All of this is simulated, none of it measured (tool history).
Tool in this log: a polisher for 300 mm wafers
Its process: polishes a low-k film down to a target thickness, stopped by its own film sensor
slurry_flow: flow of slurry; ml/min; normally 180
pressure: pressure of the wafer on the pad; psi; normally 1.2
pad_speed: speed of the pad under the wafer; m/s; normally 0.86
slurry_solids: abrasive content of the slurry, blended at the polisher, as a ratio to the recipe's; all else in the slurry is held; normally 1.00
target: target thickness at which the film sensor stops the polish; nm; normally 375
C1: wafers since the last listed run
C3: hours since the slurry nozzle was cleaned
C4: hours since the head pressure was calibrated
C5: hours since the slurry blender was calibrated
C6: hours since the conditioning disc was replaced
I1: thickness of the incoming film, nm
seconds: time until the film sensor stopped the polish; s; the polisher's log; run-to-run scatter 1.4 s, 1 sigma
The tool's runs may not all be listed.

run 1 hour=0.0 | slurry_flow=180 pressure=1.2 pad_speed=0.86 slurry_solids=1.00 target=375 | C1=0 wafers_polished_on_this_pad=532 C3=637.3 C4=777.3 C5=65.2 C6=173.5 | I1=388.9 | seconds=80.7
run 2 hour=8.6 | slurry_flow=180 pressure=1.2 pad_speed=0.86 slurry_solids=1.00 target=375 | C1=50 wafers_polished_on_this_pad=582 C3=645.9 C4=785.9 C5=73.8 C6=182.1 | I1=396.2 | seconds=120.2
run 3 hour=18.2 | slurry_flow=180 pressure=1.2 pad_speed=0.86 slurry_solids=1.00 target=375 | C1=56 wafers_polished_on_this_pad=638 C3=655.5 C4=795.5 C5=83.4 C6=191.7 | I1=388.4 | seconds=78.2
run 4 hour=35.9 | slurry_flow=180 pressure=1.2 pad_speed=0.86 slurry_solids=0.85 target=375 | C1=103 wafers_polished_on_this_pad=742 C3=673.2 C4=813.2 C5=101.1 C6=209.4 | I1=392.4 | seconds=111.5
-- hour=48.9 head pressure recalibrated
run 5 hour=50.7 | slurry_flow=180 pressure=1.2 pad_speed=1.06 slurry_solids=1.00 target=375 | C1=75 wafers_polished_on_this_pad=818 C3=688.0 C4=1.8 C5=115.9 C6=224.2 | I1=389.9 | seconds=75.7
-- hour=60.4 slurry blender recalibrated
run 6 hour=64.2 | slurry_flow=180 pressure=1.2 pad_speed=1.06 slurry_solids=1.00 target=375 | C1=67 wafers_polished_on_this_pad=885 C3=701.5 C4=15.3 C5=3.8 C6=237.7 | I1=381.5 | seconds=33.3
run 7 hour=77.5 | slurry_flow=180 pressure=1.2 pad_speed=0.86 slurry_solids=1.00 target=375 | C1=78 wafers_polished_on_this_pad=963 C3=714.8 C4=28.6 C5=17.1 C6=251.0 | I1=395.2 | seconds=119.2
-- hour=84.7 worn pad replaced by a new one
run 8 hour=85.2 | slurry_flow=180 pressure=1.2 pad_speed=0.86 slurry_solids=1.00 target=375 | C1=21 wafers_polished_on_this_pad=2 C3=722.5 C4=36.3 C5=24.8 C6=258.7 | I1=387.9 | seconds=74.4
run 9 hour=91.7 | slurry_flow=180 pressure=1.5 pad_speed=0.86 slurry_solids=1.00 target=375 | C1=38 wafers_polished_on_this_pad=41 C3=729.0 C4=42.8 C5=31.3 C6=265.2 | I1=394.0 | seconds=95.5
run 10 hour=106.1 | slurry_flow=180 pressure=1.2 pad_speed=0.86 slurry_solids=1.00 target=372 | C1=84 wafers_polished_on_this_pad=125 C3=743.4 C4=57.2 C5=45.7 C6=279.6 | I1=390.9 | seconds=114.0
run 11 hour=120.1 | slurry_flow=180 pressure=1.0 pad_speed=0.86 slurry_solids=1.00 target=372 | C1=82 wafers_polished_on_this_pad=207 C3=757.4 C4=71.2 C5=59.7 C6=293.6 | I1=385.5 | seconds=91.5
-- hour=129.1 conditioning disc replaced and pad reconditioned
-- hour=129.6 slurry nozzle cleaned
run 12 hour=132.9 | slurry_flow=200 pressure=1.2 pad_speed=0.74 slurry_solids=1.00 target=375 | C1=60 wafers_polished_on_this_pad=268 C3=3.3 C4=84.0 C5=72.5 C6=3.8 | I1=391.9 | seconds=90.4

What will run 13 give?
run 13 hour=148.3 | slurry_flow=180 pressure=1.2 pad_speed=0.86 slurry_solids=1.00 target=375 | C1=90 wafers_polished_on_this_pad=359 C3=18.7 C4=99.4 C5=87.9 C6=19.2 | I1=389.4 | seconds=?

{"run 13": {"seconds": 70.4}}
With the hidden condition absent and the run-to-run variation left alone, this run would have shown seconds 66.8 s.

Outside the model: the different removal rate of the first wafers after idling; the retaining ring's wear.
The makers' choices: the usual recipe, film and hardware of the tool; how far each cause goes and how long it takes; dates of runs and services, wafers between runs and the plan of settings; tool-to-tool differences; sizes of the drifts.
